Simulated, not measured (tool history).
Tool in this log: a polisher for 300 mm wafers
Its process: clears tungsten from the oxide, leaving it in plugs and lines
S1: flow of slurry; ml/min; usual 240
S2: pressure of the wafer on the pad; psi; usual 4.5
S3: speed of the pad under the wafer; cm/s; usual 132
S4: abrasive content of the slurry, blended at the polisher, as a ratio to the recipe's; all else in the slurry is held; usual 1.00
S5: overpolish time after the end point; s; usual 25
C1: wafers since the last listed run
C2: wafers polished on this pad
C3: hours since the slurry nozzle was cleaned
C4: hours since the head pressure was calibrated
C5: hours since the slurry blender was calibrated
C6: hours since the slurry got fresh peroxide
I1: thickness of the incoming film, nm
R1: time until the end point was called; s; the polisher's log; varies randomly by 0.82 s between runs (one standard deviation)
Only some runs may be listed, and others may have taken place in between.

run	hour	S1	S2	S3	S4	S5	C1	C2	C3	C4	C5	C6	I1	R1
1	0.0	260	4.5	132	1.00	25	0	2294	84.9	838.9	207.3	530.7	543.0	57.5
# hour 63.0: slurry tank refilled with fresh slurry and peroxide
2	107.3	240	4.5	132	1.00	25	1010	3305	192.2	946.2	314.6	44.3	537.3	57.9
# hour 134.3: head pressure recalibrated
3	147.5	240	4.5	132	1.00	25	363	3669	232.4	13.2	354.8	84.5	541.6	59.4
4	222.9	240	4.5	132	1.00	25	717	4386	307.8	88.6	430.2	159.9	536.3	57.5
5	303.3	240	4.5	132	1.00	38	764	5150	388.2	169.0	510.6	240.3	533.9	56.1
6	376.7	240	4.5	148	1.00	25	698	5848	461.6	242.4	584.0	313.7	546.6	52.1
# hour 418.0: slurry blender recalibrated
7	439.7	210	4.5	132	1.00	25	580	6429	524.6	305.4	21.7	376.7	548.7	59.5
# hour 479.0: worn pad replaced by a new one
8	494.2	240	3.8	132	1.00	25	480	145	579.1	359.9	76.2	431.2	533.6	66.1
9	537.7	240	4.5	132	1.10	25	413	558	622.6	403.4	119.7	474.7	545.4	57.7
10	575.2	180	3.0	132	1.00	25	356	915	660.1	440.9	157.2	512.2	535.2	83.1
# hour 610.5: slurry nozzle cleaned
11	673.2	185	3.7	164	0.75	25	922	1837	62.7	538.9	255.2	610.2	540.7	59.4
# hour 674.5: slurry tank refilled with fresh slurry and peroxide
12	713.1	240	4.5	148	1.00	25	369	2207	102.6	578.8	295.1	38.6	533.7	51.0
13	773.6	240	4.5	132	1.00	25	575	2783	163.1	639.3	355.6	99.1	539.1	56.2
14	829.4	270	4.5	132	1.00	25	530	3314	218.9	695.1	411.4	154.9	539.6	57.6
15	922.3	190	4.5	132	1.00	25	883	4197	311.8	788.0	504.3	247.8	545.4	59.8
16	1003.8	305	4.5	132	1.00	18	775	4972	393.3	869.5	585.8	329.3	534.0	55.9
17	1045.1	240	2.9	132	1.00	25	392	5365	434.6	910.8	627.1	370.6	546.8	85.1
# hour 1086.2: slurry blender recalibrated
# hour 1110.2: head pressure recalibrated
18	1146.7	185	5.4	150	0.85	25	928	6293	536.2	36.5	60.5	472.2	537.8	44.7
# hour 1232.7: slurry nozzle cleaned
19	1253.4	240	3.8	132	1.00	25	1005	7299	20.7	143.2	167.2	578.9	540.4	66.3
# hour 1271.5: worn pad replaced by a new one
# hour 1287.6: slurry tank refilled with fresh slurry and peroxide
20	1315.6	320	4.5	132	1.00	25	544	409	82.9	205.4	229.4	28.0	549.1	56.2
21	1384.8	240	3.9	110	1.15	25	658	1067	152.1	274.6	298.6	97.2	537.6	76.9
22	1462.5	240	4.5	132	0.75	25	738	1806	229.8	352.3	376.3	174.9	527.9	58.9
23	1783.5	240	5.4	132	0.75	16	3052	4859	550.8	673.3	697.3	495.9	537.7	51.4
# hour 1854.2: slurry blender recalibrated
# hour 1874.0: worn pad replaced by a new one
24	1885.6	165	5.5	110	1.00	30	913	110	652.9	775.4	31.4	598.0	535.1	57.9
25	1941.5	240	3.5	96	1.00	25	531	642	708.8	831.3	87.3	653.9	541.8	98.8

Entry by entry between the runs, the difference in hidden state between the last listed run before and the first listed run after:
Run 1 -> run 2: slurry tank refilled with fresh slurry and peroxide (hour 63.0)
  both runs share identical hidden conditions
Run 2 -> run 3: head pressure recalibrated (hour 134.3)
  both runs share identical hidden conditions
Run 6 -> run 7: slurry blender recalibrated (hour 418.0)
  both runs share identical hidden conditions
Run 7 -> run 8: worn pad replaced by a new one (hour 479.0)
  both runs share identical hidden conditions
Run 10 -> run 11: slurry nozzle cleaned (hour 610.5)
  both runs share identical hidden conditions
Run 11 -> run 12: slurry tank refilled with fresh slurry and peroxide (hour 674.5)
  both runs share identical hidden conditions
Run 17 -> run 18: slurry blender recalibrated (hour 1086.2); head pressure recalibrated (hour 1110.2)
  both runs share identical hidden conditions
Run 18 -> run 19: slurry nozzle cleaned (hour 1232.7)
  both runs share identical hidden conditions
Run 19 -> run 20: worn pad replaced by a new one (hour 1271.5); slurry tank refilled with fresh slurry and peroxide (hour 1287.6)
  both runs share identical hidden conditions
Run 23 -> run 24: slurry blender recalibrated (hour 1854.2); worn pad replaced by a new one (hour 1874.0)
  both runs share identical hidden conditions

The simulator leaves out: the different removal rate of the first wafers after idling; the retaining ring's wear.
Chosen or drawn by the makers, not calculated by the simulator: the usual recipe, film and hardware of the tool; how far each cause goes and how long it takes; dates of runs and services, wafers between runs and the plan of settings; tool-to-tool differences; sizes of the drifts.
